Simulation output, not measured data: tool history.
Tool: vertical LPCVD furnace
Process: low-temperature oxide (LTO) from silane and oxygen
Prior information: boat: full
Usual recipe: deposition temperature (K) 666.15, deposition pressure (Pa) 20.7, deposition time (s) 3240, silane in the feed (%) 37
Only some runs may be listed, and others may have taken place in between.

run     day  deposition temperature (K)  deposition pressure (Pa)  deposition time (s)  silane in the feed (%)  read-back reference wafer on the same gauge, thickness  film thickness on the monitor wafer in the middle of the boat (Å)
  1       0                      666.15                      20.7                 3240                      37                                                   273.9                                                             2956.8
  2   3.242                      666.15                      20.7                 3240                      37                                                  273.92                                                             2970.6
  3   7.375                      666.15                      20.7                 3240                      37                                                  274.46                                                             2978.8
  4   9.625                      666.15                      20.7                 3240                      37                                                   273.7                                                             2980.1
  5  11.908                      666.15                      20.7                 3240                      37                                                  273.67                                                             3029.8
  6  14.733                      657.15                      20.7                 3240                      37                                                  273.48                                                               2680
  7  17.554                      666.15                        22                 3240                      37                                                  274.65                                                             3173.7
  8  20.133                      666.15                        22                 3240                      37                                                  273.49                                                             3193.2
  9  22.154                      666.15                      22.7                 3240                      37                                                   274.6                                                             3298.5
 10  25.704                      666.15                      22.7                 3240                      37                                                  273.84                                                             3276.7
 11  27.471                      666.15                      20.7                 3810                      37                                                  274.36                                                             3537.3
     29.725  -- thermocouples replaced and temperature profile calibrated
 12  31.796                      666.15                      20.7                 3240                      37                                                  274.49                                                             2959.3
 13  36.225                      666.15                      20.7                 3240                      37                                                  274.53                                                             2983.6
 14  38.125                      658.15                      20.7                 4020                      37                                                  273.88                                                             3362.5
 15  39.712                      673.15                        24                 4050                      33                                                  273.76                                                             4066.7
     40.938  -- silane flow controller replaced
     42.288  -- pressure gauge zeroed
 16  43.212                      672.15                      20.7                 2550                      37                                                  273.85                                                             2526.9
     45.346  -- gauge calibrated
 17  47.008                      676.15                      20.7                 3870                      34                                                  274.01                                                             3601.1
 18  48.788                      666.15                      20.7                 3240                      31                                                  274.08                                                             2337.3
 19  52.146                      658.15                      20.7                 3240                      43                                                  274.14                                                             3273.4
 20    56.3                      674.15                      17.3                 3240                      37                                                  273.92                                                             2728.2
 21  58.529                      666.15                      20.7                 3240                      37                                                  274.03                                                             2987.4
 22  62.379                      666.15                      20.7                 3240                      37                                                  273.87                                                             2986.7
 23   65.35                      666.15                      22.7                 3240                      32                                                  274.14                                                             2687.1
 24  69.088                      666.15                      20.7                 3240                      34                                                  274.33                                                             2643.6
 25  72.988                      666.15                      20.7                 3240                      42                                                  273.96                                                             3526.7

Run 26 has not been measured yet. What should we expect?
 26  76.438                      666.15                        24                 3240                      42                                                       ?                                                                  ?

{"run 26": {"read-back reference wafer on the same gauge, thickness": 273.81, "film thickness on the monitor wafer in the middle of the boat (Å)": 4071.5}}
Take away the tool's hidden state, keep the run-to-run variation as it was, and the same run would have given film thickness on the monitor wafer in the middle of the boat (Å) 4071.5.
